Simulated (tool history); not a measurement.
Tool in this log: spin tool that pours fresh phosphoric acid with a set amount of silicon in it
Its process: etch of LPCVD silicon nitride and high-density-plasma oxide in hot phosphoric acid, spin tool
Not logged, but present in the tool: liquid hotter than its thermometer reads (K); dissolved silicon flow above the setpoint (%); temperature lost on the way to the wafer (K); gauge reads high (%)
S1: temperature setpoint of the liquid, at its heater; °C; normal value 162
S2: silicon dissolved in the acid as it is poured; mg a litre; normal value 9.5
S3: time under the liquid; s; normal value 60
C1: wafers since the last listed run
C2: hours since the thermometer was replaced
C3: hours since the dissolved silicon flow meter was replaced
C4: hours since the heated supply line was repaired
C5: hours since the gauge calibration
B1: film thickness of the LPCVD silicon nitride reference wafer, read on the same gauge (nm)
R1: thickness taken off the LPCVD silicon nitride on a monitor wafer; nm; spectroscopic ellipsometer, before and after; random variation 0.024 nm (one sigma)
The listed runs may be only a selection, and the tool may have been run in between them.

{"run": 1, "hour": 0.0, "S1": 162, "S2": 9.5, "S3": 60, "C1": 0, "C2": 2354.2, "C3": 1845.1, "C4": 2262.8, "C5": 100.1, "B1": 99.995, "R1": 4.771}
{"run": 2, "hour": 23.6, "S1": 162, "S2": 9.5, "S3": 60, "C1": 189, "C2": 2377.8, "C3": 1868.7, "C4": 2286.4, "C5": 123.7, "B1": 99.98, "R1": 4.759}
{"run": 3, "hour": 37.9, "S1": 162, "S2": 9.5, "S3": 60, "C1": 114, "C2": 2392.1, "C3": 1883, "C4": 2300.7, "C5": 138, "B1": 99.983, "R1": 4.768}
{"run": 4, "hour": 53.6, "S1": 162, "S2": 9.5, "S3": 60, "C1": 125, "C2": 2407.8, "C3": 1898.7, "C4": 2316.4, "C5": 153.7, "B1": 100.006, "R1": 4.725}
{"run": 5, "hour": 83.2, "S1": 162, "S2": 9.5, "S3": 60, "C1": 237, "C2": 2437.4, "C3": 1928.3, "C4": 2346, "C5": 183.3, "B1": 100.002, "R1": 4.779}
{"run": 6, "hour": 105.0, "S1": 162, "S2": 11.5, "S3": 75, "C1": 174, "C2": 2459.2, "C3": 1950.1, "C4": 2367.8, "C5": 205.1, "B1": 100.034, "R1": 5.851}
{"run": 7, "hour": 135.6, "S1": 162, "S2": 9.5, "S3": 60, "C1": 245, "C2": 2489.8, "C3": 1980.7, "C4": 2398.4, "C5": 235.7, "B1": 99.967, "R1": 4.753}
{"hour": 155.7, "done": "heated supply line repaired"}
{"run": 8, "hour": 164.5, "S1": 162, "S2": 12, "S3": 55, "C1": 223, "C2": 2518.7, "C3": 2009.6, "C4": 8.8, "C5": 264.6, "B1": 100.003, "R1": 4.887}
{"run": 9, "hour": 193.6, "S1": 163.5, "S2": 6, "S3": 85, "C1": 233, "C2": 2547.8, "C3": 2038.7, "C4": 37.9, "C5": 293.7, "B1": 100.003, "R1": 7.89}
{"run": 10, "hour": 222.9, "S1": 164, "S2": 7, "S3": 60, "C1": 234, "C2": 2577.1, "C3": 2068, "C4": 67.2, "C5": 323, "B1": 100.009, "R1": 5.66}
{"hour": 236.4, "done": "dissolved silicon flow meter replaced"}
{"hour": 254.7, "done": "thermometer replaced"}
{"run": 11, "hour": 270.9, "S1": 162, "S2": 9.5, "S3": 40, "C1": 368, "C2": 16.2, "C3": 34.5, "C4": 115.2, "C5": 371, "B1": 100.015, "R1": 3.532}
{"run": 12, "hour": 285.2, "S1": 164, "S2": 14, "S3": 80, "C1": 114, "C2": 30.5, "C3": 48.8, "C4": 129.5, "C5": 385.3, "B1": 99.951, "R1": 7.513}
{"run": 13, "hour": 300.3, "S1": 159.5, "S2": 11.5, "S3": 95, "C1": 120, "C2": 45.6, "C3": 63.9, "C4": 144.6, "C5": 400.4, "B1": 99.997, "R1": 7.653}
{"hour": 309.9, "done": "gauge calibrated"}
{"run": 14, "hour": 333.9, "S1": 162, "S2": 9.5, "S3": 60, "C1": 269, "C2": 79.2, "C3": 97.5, "C4": 178.2, "C5": 24, "B1": 99.933, "R1": 5.222}
{"run": 15, "hour": 366.4, "S1": 162, "S2": 9.5, "S3": 60, "C1": 260, "C2": 111.7, "C3": 130, "C4": 210.7, "C5": 56.5, "B1": 99.98, "R1": 5.238}
{"run": 16, "hour": 383.1, "S1": 162, "S2": 15, "S3": 75, "C1": 133, "C2": 128.4, "C3": 146.7, "C4": 227.4, "C5": 73.2, "B1": 99.933, "R1": 6.598}
{"run": 17, "hour": 443.9, "S1": 163.5, "S2": 9.5, "S3": 60, "C1": 487, "C2": 189.2, "C3": 207.5, "C4": 288.2, "C5": 134, "B1": 99.987, "R1": 5.494}

Each row is a separate what-if for the run after 17, all from the same tool condition, not one after another. Results?
{"run": "A", "hour": 444.3, "S1": 164.5, "S2": 9.5, "S3": 60, "C1": 3, "C2": 189.6, "C3": 207.9, "C4": 288.6, "C5": 134.4, "B1": "?", "R1": "?"}
{"run": "B", "hour": 444.3, "S1": 164.5, "S2": 13.5, "S3": 60, "C1": 3, "C2": 189.6, "C3": 207.9, "C4": 288.6, "C5": 134.4, "B1": "?", "R1": "?"}
{"run": "C", "hour": 444.3, "S1": 163, "S2": 9.5, "S3": 80, "C1": 3, "C2": 189.6, "C3": 207.9, "C4": 288.6, "C5": 134.4, "B1": "?", "R1": "?"}

run=A B1=100.018 R1=5.665
run=B B1=100.018 R1=5.665
run=C B1=100.018 R1=7.187
With the hidden condition removed and each run's random variation left untouched, the same runs would have given:
run=A R1=5.826
run=B R1=5.826
run=C R1=7.393

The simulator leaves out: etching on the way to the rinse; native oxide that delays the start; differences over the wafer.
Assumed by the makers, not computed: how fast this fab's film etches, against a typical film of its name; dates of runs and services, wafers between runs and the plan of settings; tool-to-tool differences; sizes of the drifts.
